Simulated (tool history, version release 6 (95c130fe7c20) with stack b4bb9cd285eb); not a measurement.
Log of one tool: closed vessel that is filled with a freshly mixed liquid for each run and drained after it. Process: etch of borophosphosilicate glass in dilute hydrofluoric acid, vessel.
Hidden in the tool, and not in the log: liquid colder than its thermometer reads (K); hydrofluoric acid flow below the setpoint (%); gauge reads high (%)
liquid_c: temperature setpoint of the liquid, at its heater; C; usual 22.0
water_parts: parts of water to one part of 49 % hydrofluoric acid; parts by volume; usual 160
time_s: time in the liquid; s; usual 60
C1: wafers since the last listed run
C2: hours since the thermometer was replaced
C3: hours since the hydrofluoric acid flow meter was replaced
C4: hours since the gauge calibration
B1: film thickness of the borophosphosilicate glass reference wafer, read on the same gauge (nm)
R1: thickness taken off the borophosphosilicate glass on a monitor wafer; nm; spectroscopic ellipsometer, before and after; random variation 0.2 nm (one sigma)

run 1 hour=0.0 | liquid_c=18.5 water_parts=160 time_s=70 | C1=0 C2=804.6 C3=768.6 C4=151.2 | B1=130.00 | R1=25.30
run 2 hour=38.1 | liquid_c=24.0 water_parts=160 time_s=60 | C1=5225 C2=842.7 C3=806.7 C4=189.3 | B1=130.05 | R1=26.96
run 3 hour=137.4 | liquid_c=22.0 water_parts=160 time_s=60 | C1=13620 C2=942.0 C3=906.0 C4=288.6 | B1=130.01 | R1=24.10
run 4 hour=208.1 | liquid_c=22.0 water_parts=160 time_s=60 | C1=9697 C2=1012.7 C3=976.7 C4=359.3 | B1=129.99 | R1=24.27
run 5 hour=276.6 | liquid_c=22.0 water_parts=160 time_s=60 | C1=9395 C2=1081.2 C3=1045.2 C4=427.8 | B1=129.98 | R1=23.96
-- hour=289.3 hydrofluoric acid flow meter replaced
-- hour=294.0 thermometer replaced
run 6 hour=318.1 | liquid_c=22.0 water_parts=160 time_s=60 | C1=5417 C2=24.1 C3=28.8 C4=469.3 | B1=129.97 | R1=27.29
run 7 hour=354.7 | liquid_c=22.0 water_parts=160 time_s=60 | C1=5020 C2=60.7 C3=65.4 C4=505.9 | B1=129.98 | R1=27.43
run 8 hour=396.5 | liquid_c=22.0 water_parts=160 time_s=45 | C1=5733 C2=102.5 C3=107.2 C4=547.7 | B1=130.01 | R1=20.39
run 9 hour=454.4 | liquid_c=19.5 water_parts=200 time_s=40 | C1=7941 C2=160.4 C3=165.1 C4=605.6 | B1=130.03 | R1=12.45
-- hour=511.4 gauge calibrated
run 10 hour=511.9 | liquid_c=22.0 water_parts=160 time_s=60 | C1=7886 C2=217.9 C3=222.6 C4=0.5 | B1=129.99 | R1=26.93
run 11 hour=542.4 | liquid_c=22.0 water_parts=160 time_s=60 | C1=4183 C2=248.4 C3=253.1 C4=31.0 | B1=130.07 | R1=27.01
run 12 hour=580.2 | liquid_c=22.0 water_parts=130 time_s=85 | C1=5184 C2=286.2 C3=290.9 C4=68.8 | B1=130.01 | R1=48.25
run 13 hour=613.9 | liquid_c=20.0 water_parts=160 time_s=60 | C1=4622 C2=319.9 C3=324.6 C4=102.5 | B1=130.05 | R1=24.80
run 14 hour=642.7 | liquid_c=26.0 water_parts=230 time_s=80 | C1=3950 C2=348.7 C3=353.4 C4=131.3 | B1=129.97 | R1=26.04
run 15 hour=669.0 | liquid_c=17.0 water_parts=160 time_s=60 | C1=3607 C2=375.0 C3=379.7 C4=157.6 | B1=130.01 | R1=21.32

What the log doesn't show, run by run:
gauge reads high (%): 0 in every run
H1: liquid colder than its thermometer reads (K)
H2: hydrofluoric acid flow below the setpoint (%)
run=1 H1=1.65 H2=3.96
run=2 H1=1.73 H2=4.14
run=3 H1=1.92 H2=4.6
run=4 H1=2.06 H2=4.93
run=5 H1=2.2 H2=5.25
run=6 H1=0.0962 H2=0.801
run=7 H1=0.168 H2=0.97
run=8 H1=0.251 H2=1.16
run=9 H1=0.365 H2=1.43
run=10 H1=0.479 H2=1.7
run=11 H1=0.539 H2=1.84
run=12 H1=0.613 H2=2.02
run=13 H1=0.68 H2=2.17
run=14 H1=0.737 H2=2.31
run=15 H1=0.789 H2=2.43
